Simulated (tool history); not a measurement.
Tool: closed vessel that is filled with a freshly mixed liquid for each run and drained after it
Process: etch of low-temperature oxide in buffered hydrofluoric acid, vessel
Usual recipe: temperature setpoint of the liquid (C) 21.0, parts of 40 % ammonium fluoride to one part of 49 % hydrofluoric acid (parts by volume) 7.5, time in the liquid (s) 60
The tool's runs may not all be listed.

run	hour	temperature setpoint of the liquid (C)	parts of 40 % ammonium fluoride to one part of 49 % hydrofluoric acid (parts by volume)	time in the liquid (s)	read-back film thickness of the low-temperature oxide reference wafer, read on the same gauge (nm)	thickness taken off the low-temperature oxide on a monitor wafer (angstrom)
1	0.0	21.0	7.5	60	70.00	2361.8
2	72.1	21.0	7.5	60	70.01	2361.5
3	156.0	21.0	7.5	60	69.98	2322.8
4	225.3	21.0	7.5	60	69.99	2322.5
5	269.4	21.0	7.5	60	69.98	2342.1
# hour 337.0: hydrofluoric acid flow meter replaced
# hour 350.8: gauge calibrated
# hour 394.1: thermometer replaced
6	471.1	21.0	7.5	60	69.98	2509.8
7	734.7	21.0	7.5	60	70.00	2486.3
8	792.6	21.0	7.5	60	70.00	2433.2
9	844.8	21.0	7.5	60	70.00	2466.1
10	916.6	21.0	7.5	60	70.00	2436.7
11	955.5	21.0	7.5	60	70.00	2443.7
12	1023.7	24.5	9.0	60	70.00	2433.8
13	1079.4	21.0	7.5	40	70.00	1613.7
14	1138.5	21.0	7.5	60	69.99	2437.2
15	1228.4	21.0	7.5	85	69.99	3422.8
# hour 1420.9: hydrofluoric acid flow meter replaced
16	1478.5	21.0	7.5	60	70.00	2392.0
17	1541.0	21.0	7.5	60	69.99	2393.6
18	1637.8	22.5	10.0	90	69.99	2952.7
19	1713.3	23.5	10.0	60	70.00	2079.7
20	1803.6	19.0	8.5	30	69.99	919.2
21	1908.3	21.0	10.0	60	70.00	1806.6
22	1956.1	17.5	6.5	60	69.99	2196.5
23	2042.2	19.5	5.0	80	69.99	4081.2
24	2081.3	21.0	9.0	45	70.01	1437.4
25	2184.0	19.0	7.5	60	70.00	2074.3
# hour 2278.6: thermometer replaced
26	2289.6	21.0	9.5	85	70.02	2781.6
27	2389.1	22.5	5.5	30	70.00	1777.0
# hour 2462.1: gauge calibrated
28	2483.6	19.5	5.0	80	70.01	4341.4
29	2536.5	21.0	7.5	60	69.98	2453.3

Run 30 is up next; what results do you expect?
30	2587.9	21.0	7.5	75	?	?

read-back film thickness of the low-temperature oxide reference wafer, read on the same gauge (nm): 69.99
thickness taken off the low-temperature oxide on a monitor wafer (angstrom): 3065.0
If the tool had no hidden condition, the same run with the same run-to-run variation would have returned thickness taken off the low-temperature oxide on a monitor wafer (angstrom) 3130.5.
